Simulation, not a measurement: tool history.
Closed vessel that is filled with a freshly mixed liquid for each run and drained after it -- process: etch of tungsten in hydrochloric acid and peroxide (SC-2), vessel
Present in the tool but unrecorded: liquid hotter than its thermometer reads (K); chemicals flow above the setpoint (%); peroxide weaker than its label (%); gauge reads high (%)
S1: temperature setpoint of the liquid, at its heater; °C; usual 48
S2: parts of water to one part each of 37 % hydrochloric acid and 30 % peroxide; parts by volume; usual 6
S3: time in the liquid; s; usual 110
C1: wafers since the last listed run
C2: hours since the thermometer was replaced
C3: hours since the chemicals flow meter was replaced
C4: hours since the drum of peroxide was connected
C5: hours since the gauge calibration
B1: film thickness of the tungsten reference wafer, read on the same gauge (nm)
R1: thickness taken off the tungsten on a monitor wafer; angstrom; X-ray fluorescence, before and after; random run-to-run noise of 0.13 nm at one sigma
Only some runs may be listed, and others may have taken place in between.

run   hour    S1   S2   S3    C1      C2     C3     C4     C5      B1     R1
  1      0    48    6  110     0  1786.2  698.9  674.8   49.2  120.01  254.6
  2    9.4    48    4   90  1064  1795.6  708.3  684.2   58.6  120.01  279.5
  3   27.3    48    4   90  2027  1813.5  726.2  702.1   76.5  120.03  276.7
  4   36.1    48    4   90   996  1822.3    735  710.9   85.3  119.97  278.7
  5   44.2    48  8.5  160   917  1830.4  743.1    719   93.4     120    283
  6   59.9    48    6  110  1778  1846.1  758.8  734.7  109.1  120.02  255.2
  7   70.3    48    6  110  1178  1856.5  769.2  745.1  119.5     120    255
  8   87.8    48    6  110  1982    1874  786.7  762.6    137  119.99  254.5
  9  101.3    48    6  110  1529  1887.5  800.2  776.1  150.5  119.96  256.4
 10    111    48    6  110  1098  1897.2  809.9  785.8  160.2  120.05  256.2
     118.4  -- chemicals flow meter replaced
 11  127.6    48    6  110  1767  1913.8    9.2  802.4  176.8  120.01  255.1
 12  134.8    48    6  110   815    1921   16.4  809.6    184  119.99  252.8
 13  166.4    48    6  110  3579  1952.6     48  841.2  215.6  119.97  256.8
       171  -- new drum of peroxide connected
 14  177.3    48    8  110  1121  1963.5   58.9    6.3  226.5  119.96  208.5
 15  184.1    56    6  110   770  1970.3   65.7   13.1  233.3  119.97    432
 16  195.2    48    6  110  1257  1981.4   76.8   24.2  244.4  119.99  255.1
     200.1  -- gauge calibrated
 17  210.4    48    6  110  1721  1996.6     92   39.4   10.3  120.01  255.8
     214.3  -- thermometer replaced
 18  222.2  38.5    6  110  1223     7.9  103.8   51.2   22.1     120  144.4
 19  235.2    48  7.5   75  1472    20.9  116.8   64.2   35.1  119.98  158.5
 20    242    57    6  110   770    27.7  123.6     71   41.9     120  497.6
 21  248.9    55    5  110   781    34.6  130.5   77.9   48.8  120.02  501.7
 22    261  44.5    6  110  1370    46.7  142.6     90   60.9  119.98  221.5
     265.9  -- thermometer replaced, repeated, since the last time left the tool worse
 23  275.5  41.5  8.5   70  1529     9.6  157.1  104.5   75.4  119.97   69.9
 24  288.4  44.5  8.5   85  1461    22.5    170  117.4   88.3  120.01  105.1
 25  304.5    48    6  110  1823    38.6  186.1  133.5  104.4  120.04  223.4
 26  310.8    48    4   90   713    44.9  192.4  139.8  110.7  119.99  244.5

Measured result minus the same run's result without the hidden state. Both carry the same run-to-run variation, though not necessarily the same gauge scatter:
run     R1
  1  +30.3
  2  +33.5
  3  +33.4
  4  +33.7
  5  +34.3
  6  +31.3
  7  +31.4
  8  +31.5
  9  +31.9
 10    +32
 11  +32.2
 12  +32.1
 13    +33
 14  +26.9
 15  +53.2
 16  +33.1
 17  +33.4
 18  +29.4
 19  +30.7
 20    +92
 21    +94
 22  +44.1
 23   +0.1
 24   +0.4
 25   +0.9
 26   +1.1
